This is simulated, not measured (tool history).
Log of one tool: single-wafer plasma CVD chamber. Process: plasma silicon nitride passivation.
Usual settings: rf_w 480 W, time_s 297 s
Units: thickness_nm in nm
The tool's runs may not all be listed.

| run | hour | rf_w | time_s | read-back reference wafer on the same gauge, thickness_nm | thickness_nm |
|---|---|---|---|---|---|
| 1 | 0 | 415 | 297 | 354.805 | 373.987 |
| 2 | 16.3 | 415 | 297 | 355.012 | 373.156 |
| 3 | 33.1 | 415 | 297 | 354.987 | 372.357 |
| 4 | 50 | 480 | 297 | 355.028 | 396.737 |
| 5 | 67.5 | 480 | 297 | 354.924 | 397.254 |
| 6 | 77.7 | 480 | 297 | 354.941 | 397.097 |
| 7 | 94.6 | 480 | 297 | 355.097 | 396.521 |
|  | 111.3 | RF generator calibrated |
|  | 111.7 | showerhead replaced |
| 8 | 112.2 | 480 | 297 | 354.72 | 412.152 |
| 9 | 120.6 | 480 | 297 | 354.869 | 411.933 |
| 10 | 132.8 | 480 | 254 | 354.811 | 352.355 |
| 11 | 145 | 480 | 254 | 354.83 | 352.572 |
| 12 | 159.7 | 480 | 297 | 355.002 | 410.94 |
| 13 | 167.7 | 420 | 248 | 354.955 | 324.8 |
|  | 170.4 | gauge calibrated |
| 14 | 181.2 | 410 | 319 | 355.047 | 414.01 |
| 15 | 191.8 | 550 | 248 | 355.045 | 362.508 |
| 16 | 204.8 | 555 | 297 | 355.137 | 435.431 |
| 17 | 213.3 | 480 | 297 | 354.941 | 411.793 |
| 18 | 223 | 480 | 297 | 355.11 | 411.754 |
| 19 | 232.9 | 535 | 342 | 355.12 | 495.049 |
| 20 | 245.4 | 400 | 273 | 354.976 | 349.684 |
| 21 | 253.1 | 480 | 297 | 354.879 | 411.219 |
| 22 | 259.6 | 425 | 325 | 355.037 | 427.218 |
| 23 | 266 | 570 | 238 | 354.809 | 352.552 |
| 24 | 272.9 | 425 | 297 | 354.996 | 390.336 |

5 ways to go on from here, each from the tool as it stands after run 24. What would each give?
| A | 273.4 | 480 | 297 | ? | ? |
| B | 273.4 | 480 | 333 | ? | ? |
| C | 273.4 | 540 | 297 | ? | ? |
| D | 273.4 | 565 | 344 | ? | ? |
| E | 273.4 | 415 | 347 | ? | ? |

| run | read-back reference wafer on the same gauge, thickness_nm | thickness_nm |
|---|---|---|
| A | 355.01 | 411.675 |
| B | 355.01 | 461.575 |
| C | 355.01 | 431.65 |
| D | 355.01 | 508.9 |
| E | 355.01 | 452.293 |
Without the tool's hidden state the same runs would have given:
| run | thickness_nm |
|---|---|
| A | 413.625 |
| B | 463.762 |
| C | 433.694 |
| D | 511.31 |
| E | 454.436 |
